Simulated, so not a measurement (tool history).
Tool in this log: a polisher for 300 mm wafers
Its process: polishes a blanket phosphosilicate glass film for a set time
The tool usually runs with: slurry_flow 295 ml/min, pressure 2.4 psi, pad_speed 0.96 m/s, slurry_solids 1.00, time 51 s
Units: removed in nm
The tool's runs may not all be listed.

run,hour,slurry_flow,pressure,pad_speed,slurry_solids,time,"incoming thickness of the incoming film, nm",removed
1,0.0,295,2.4,0.70,1.00,51,4750.8,312.3
# hour 26.7: head pressure recalibrated
2,76.2,295,2.4,0.70,1.00,51,4764.4,314.6
3,130.4,295,2.4,0.70,1.00,51,4752.7,306.1
4,215.2,295,1.9,0.96,1.00,51,4731.5,310.3
5,257.2,295,2.4,0.96,1.00,51,4746.2,385.0
6,341.8,260,2.4,0.96,1.15,51,4700.5,410.0
# hour 405.4: conditioning disc replaced and pad reconditioned
7,408.7,365,2.4,0.96,1.30,38,4745.3,316.3
# hour 460.2: slurry blender recalibrated
# hour 486.2: worn pad replaced by a new one
8,516.5,350,2.9,0.96,1.00,51,4671.2,487.1
# hour 524.7: slurry nozzle cleaned
9,597.1,340,1.7,0.96,1.15,65,4731.5,381.8
10,704.4,380,2.8,0.96,0.90,46,4706.6,400.5
11,750.2,295,2.4,0.96,1.00,51,4668.9,385.2
12,824.9,260,1.7,0.74,1.00,51,4734.5,217.7
13,875.7,295,2.4,0.84,1.00,51,4702.7,337.8
# hour 1083.8: conditioning disc replaced and pad reconditioned
# hour 1089.2: worn pad replaced by a new one
14,1094.2,295,2.4,0.76,1.00,57,4706.7,359.8
15,1141.6,295,2.4,1.16,1.00,36,4781.5,325.8
# hour 1158.6: slurry blender recalibrated
16,1189.4,355,2.8,0.96,1.00,51,4646.4,456.7
17,1268.8,295,2.4,0.96,1.00,51,4705.0,400.3
# hour 1290.7: slurry nozzle cleaned
18,1319.2,295,2.4,0.96,1.00,51,4683.4,399.5
19,1377.7,265,2.4,0.68,1.00,63,4750.2,362.9
# hour 1406.1: head pressure recalibrated
20,1435.4,295,2.4,0.96,1.00,51,4704.1,385.2
21,1624.1,250,1.7,0.70,1.00,51,4732.2,204.1
# hour 1678.9: conditioning disc replaced and pad reconditioned
22,1696.4,335,1.8,0.74,0.80,51,4704.1,201.1
# hour 1743.6: slurry blender recalibrated
# hour 1752.9: worn pad replaced by a new one
23,1760.0,365,2.0,0.84,1.00,41,4693.1,244.5
24,1868.0,295,2.9,0.96,1.00,51,4753.6,491.6
25,1944.7,295,2.4,0.72,1.00,51,4709.8,314.8
# hour 1980.5: slurry nozzle cleaned
26,2046.3,390,2.8,0.78,0.75,51,4704.8,342.4

Predict each of these 3 candidate next runs independently; none follows another, all start after run 26:
A,2046.7,295,2.4,0.96,1.00,51,4704.8,?
B,2046.7,295,2.4,0.96,0.90,62,4704.8,?
C,2046.7,295,2.4,1.14,1.25,51,4704.8,?

run,removed
A,384.0
B,445.5
C,482.9
Without the tool's unlogged condition, the same runs would have read:
run,removed
A,392.1
B,454.9
C,493.0

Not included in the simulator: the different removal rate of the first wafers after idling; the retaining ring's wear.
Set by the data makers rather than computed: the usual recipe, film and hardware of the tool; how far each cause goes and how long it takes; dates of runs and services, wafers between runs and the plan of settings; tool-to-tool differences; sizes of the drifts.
